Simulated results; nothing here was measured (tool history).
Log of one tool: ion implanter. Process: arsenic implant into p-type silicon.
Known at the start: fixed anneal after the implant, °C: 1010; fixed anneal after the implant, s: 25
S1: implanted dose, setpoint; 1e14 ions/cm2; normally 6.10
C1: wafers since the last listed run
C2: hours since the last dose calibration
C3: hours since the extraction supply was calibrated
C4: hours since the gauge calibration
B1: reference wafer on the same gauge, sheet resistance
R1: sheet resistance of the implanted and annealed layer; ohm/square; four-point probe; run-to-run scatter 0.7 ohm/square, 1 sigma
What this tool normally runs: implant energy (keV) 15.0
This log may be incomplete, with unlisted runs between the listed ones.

Run 1, hour 0.0: usual settings but implant energy (keV) 17.5; C1 0; C2 722.5; C3 5051.5; C4 138.3; B1 224.06. Result: R1 186.26 ohm/square.
Run 2, hour 50.4: usual settings but implant energy (keV) 17.5; C1 579; C2 772.9; C3 5101.9; C4 188.7; B1 223.86. Result: R1 185.60 ohm/square.
Run 3, hour 120.5: usual settings but implant energy (keV) 17.5; C1 806; C2 843.0; C3 5172.0; C4 258.8; B1 224.03. Result: R1 185.78 ohm/square.
Run 4, hour 163.0: usual settings; C1 489; C2 885.5; C3 5214.5; C4 301.3; B1 223.91. Result: R1 187.48 ohm/square.
Run 5, hour 200.1: usual settings; C1 426; C2 922.6; C3 5251.6; C4 338.4; B1 223.98. Result: R1 187.04 ohm/square.
At hour 228.4: Faraday cup replaced and dose calibrated.
Run 6, hour 228.9: usual settings but implant energy (keV) 19.0; C1 239; C2 0.5; C3 5280.4; C4 367.2; B1 224.17. Result: R1 188.88 ohm/square.
Run 7, hour 263.7: usual settings but S1 6.67 1e14 ions/cm2, implant energy (keV) 11.5; C1 400; C2 35.3; C3 5315.2; C4 402.0; B1 223.71. Result: R1 187.54 ohm/square.
Run 8, hour 320.8: usual settings but S1 6.67 1e14 ions/cm2, implant energy (keV) 11.5; C1 657; C2 92.4; C3 5372.3; C4 459.1; B1 224.25. Result: R1 187.21 ohm/square.
Run 9, hour 345.9: usual settings but S1 4.94 1e14 ions/cm2, implant energy (keV) 10.5; C1 288; C2 117.5; C3 5397.4; C4 484.2; B1 224.02. Result: R1 233.21 ohm/square.
Run 10, hour 378.5: usual settings but S1 4.87 1e14 ions/cm2, implant energy (keV) 11.5; C1 375; C2 150.1; C3 5430.0; C4 516.8; B1 223.96. Result: R1 233.94 ohm/square.
Run 11, hour 443.8: usual settings but S1 4.38 1e14 ions/cm2, implant energy (keV) 20.0; C1 751; C2 215.4; C3 5495.3; C4 582.1; B1 224.14. Result: R1 238.31 ohm/square.
At hour 455.0: extraction supply calibrated.
Run 12, hour 487.4: usual settings but implant energy (keV) 19.5; C1 409; C2 259.0; C3 32.4; C4 625.7; B1 224.16. Result: R1 186.92 ohm/square.
Run 13, hour 524.8: usual settings but S1 4.32 1e14 ions/cm2, implant energy (keV) 10.5; C1 430; C2 296.4; C3 69.8; C4 663.1; B1 223.96. Result: R1 255.71 ohm/square.
At hour 535.4: gauge calibrated.
Run 14, hour 549.8: usual settings; C1 287; C2 321.4; C3 94.8; C4 14.4; B1 223.92. Result: R1 193.62 ohm/square.
Run 15, hour 603.3: usual settings; C1 615; C2 374.9; C3 148.3; C4 67.9; B1 224.25. Result: R1 192.83 ohm/square.
Run 16, hour 627.6: usual settings but S1 7.93 1e14 ions/cm2, implant energy (keV) 13.5; C1 279; C2 399.2; C3 172.6; C4 92.2; B1 223.99. Result: R1 163.36 ohm/square.
Run 17, hour 693.3: usual settings but implant energy (keV) 17.5; C1 755; C2 464.9; C3 238.3; C4 157.9; B1 223.79. Result: R1 188.88 ohm/square.

Hidden state or all else? Some run-to-run changes of R1, split into what the settings, what came in and random variation would give without the hidden state, and what is left for the hidden state (with any gauge scatter that isn't in both results):
Hidden state present: deviation of the true dose from the Faraday cup's reading, %; deviation of the true energy from its setpoint, %; gauge reads high (%).
Run 5 -> 6: implant energy (keV) 15.0 -> 19.0, Faraday cup replaced and dose calibrated. R1 +1.84 ohm/square: hidden state +6.75, all else -4.91.
Run 12 -> 13: S1 6.10 -> 4.32, implant energy (keV) 19.5 -> 10.5. R1 +68.79 ohm/square: hidden state -0.76, all else +69.55.
